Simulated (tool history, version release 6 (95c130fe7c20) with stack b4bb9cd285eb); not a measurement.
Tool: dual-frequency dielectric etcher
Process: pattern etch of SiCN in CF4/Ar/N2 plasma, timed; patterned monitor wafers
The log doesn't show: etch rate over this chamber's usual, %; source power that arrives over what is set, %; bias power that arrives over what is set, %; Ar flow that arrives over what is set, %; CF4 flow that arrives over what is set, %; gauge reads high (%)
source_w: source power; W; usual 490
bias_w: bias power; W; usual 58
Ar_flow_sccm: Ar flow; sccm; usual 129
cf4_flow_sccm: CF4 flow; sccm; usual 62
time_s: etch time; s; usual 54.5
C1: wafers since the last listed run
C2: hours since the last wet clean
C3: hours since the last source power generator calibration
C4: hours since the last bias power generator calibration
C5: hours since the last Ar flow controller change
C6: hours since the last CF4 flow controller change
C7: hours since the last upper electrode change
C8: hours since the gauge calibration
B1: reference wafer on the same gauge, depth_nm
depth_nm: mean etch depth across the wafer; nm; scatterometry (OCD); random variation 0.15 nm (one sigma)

Run 1, day 0: usual settings but Ar_flow_sccm 106 sccm; C1 0; C2 136.2; C3 4039.7; C4 1519.3; C5 1644.2; C6 5458.6; C7 3616; C8 124.3; B1 51.02. Result: depth_nm 44.14 nm.
Run 2, day 1.025: usual settings but bias_w 64 W; C1 300; C2 160.8; C3 4064.3; C4 1543.9; C5 1668.8; C6 5483.2; C7 3640.6; C8 148.9; B1 50.96. Result: depth_nm 45.79 nm.
Run 3, day 2.338: usual settings but bias_w 64 W; C1 384; C2 192.3; C3 4095.8; C4 1575.4; C5 1700.3; C6 5514.7; C7 3672.1; C8 180.4; B1 50.96. Result: depth_nm 46.1 nm.
Run 4, day 3.838: usual settings but bias_w 64 W; C1 439; C2 228.3; C3 4131.8; C4 1611.4; C5 1736.3; C6 5550.7; C7 3708.1; C8 216.4; B1 51.03. Result: depth_nm 46.07 nm.
Run 5, day 6.117: usual settings but Ar_flow_sccm 137 sccm; C1 668; C2 283; C3 4186.5; C4 1666.1; C5 1791; C6 5605.4; C7 3762.8; C8 271.1; B1 50.93. Result: depth_nm 43.22 nm.
Run 6, day 7.233: usual settings but Ar_flow_sccm 137 sccm; C1 327; C2 309.8; C3 4213.3; C4 1692.9; C5 1817.8; C6 5632.2; C7 3789.6; C8 297.9; B1 50.96. Result: depth_nm 43.12 nm.
At day 9.342: wet clean of the chamber.
Run 7, day 9.646: usual settings but bias_w 65 W; C1 414; C2 7.3; C3 4271.2; C4 1750.8; C5 1875.7; C6 5690.1; C7 3847.5; C8 355.8; B1 50.94. Result: depth_nm 46.56 nm.
Run 8, day 12.346: usual settings but bias_w 65 W; C1 791; C2 72.1; C3 4336; C4 1815.6; C5 1940.5; C6 5754.9; C7 3912.3; C8 420.6; B1 50.97. Result: depth_nm 46.24 nm.
Run 9, day 14.108: usual settings; C1 516; C2 114.4; C3 4378.3; C4 1857.9; C5 1982.8; C6 5797.2; C7 3954.6; C8 462.9; B1 51. Result: depth_nm 43.42 nm.
Run 10, day 15.412: usual settings but cf4_flow_sccm 50 sccm; C1 382; C2 145.7; C3 4409.6; C4 1889.2; C5 2014.1; C6 5828.5; C7 3985.9; C8 494.2; B1 51.01. Result: depth_nm 41.79 nm.
At day 16.467: upper electrode replaced.
At day 17.217: Ar flow controller replaced.
Run 11, day 17.404: usual settings but Ar_flow_sccm 104 sccm, time_s 65 s; C1 217; C2 193.5; C3 4457.4; C4 1937; C5 4.5; C6 5876.3; C7 22.5; C8 542; B1 50.98. Result: depth_nm 52.81 nm.
Run 12, day 19.454: usual settings but bias_w 44 W, Ar_flow_sccm 110 sccm, cf4_flow_sccm 48 sccm, time_s 59 s; C1 601; C2 242.7; C3 4506.6; C4 1986.2; C5 53.7; C6 5925.5; C7 71.7; C8 591.2; B1 51. Result: depth_nm 38.44 nm.
At day 19.571: gauge calibrated.
At day 22.033: CF4 flow controller replaced.
Run 13, day 22.138: usual settings but cf4_flow_sccm 75 sccm; C1 713; C2 307.1; C3 4571; C4 2050.6; C5 118.1; C6 2.5; C7 136.1; C8 61.6; B1 51.02. Result: depth_nm 45.04 nm.
Run 14, day 23.638: usual settings but source_w 390 W, Ar_flow_sccm 101 sccm; C1 439; C2 343.1; C3 4607; C4 2086.6; C5 154.1; C6 38.5; C7 172.1; C8 97.6; B1 51.01. Result: depth_nm 35.38 nm.
At day 24.254: bias power generator calibrated.
At day 24.679: source power generator calibrated.
Run 15, day 26.404: usual settings but time_s 65 s; C1 713; C2 409.5; C3 41.4; C4 51.6; C5 220.5; C6 104.9; C7 238.5; C8 164; B1 50.97. Result: depth_nm 51.85 nm.
Run 16, day 27.733: usual settings; C1 389; C2 441.4; C3 73.3; C4 83.5; C5 252.4; C6 136.8; C7 270.4; C8 195.9; B1 51. Result: depth_nm 43.64 nm.
At day 29.488: wet clean of the chamber.
Run 17, day 30: usual settings but bias_w 64 W; C1 371; C2 12.3; C3 127.7; C4 137.9; C5 306.8; C6 191.2; C7 324.8; C8 250.3; B1 51.02. Result: depth_nm 45.83 nm.

Forecast run 18:
Run 18, day 32.125: usual settings but Ar_flow_sccm 106 sccm; C1 623; C2 63.3; C3 178.7; C4 188.9; C5 357.8; C6 242.2; C7 375.8; C8 301.3; B1 ?. Result: depth_nm ?.

{"run 18": {"B1": 51.01, "depth_nm": 44.11}}
Without the tool's hidden state the same run would have given depth_nm 44.11 nm.

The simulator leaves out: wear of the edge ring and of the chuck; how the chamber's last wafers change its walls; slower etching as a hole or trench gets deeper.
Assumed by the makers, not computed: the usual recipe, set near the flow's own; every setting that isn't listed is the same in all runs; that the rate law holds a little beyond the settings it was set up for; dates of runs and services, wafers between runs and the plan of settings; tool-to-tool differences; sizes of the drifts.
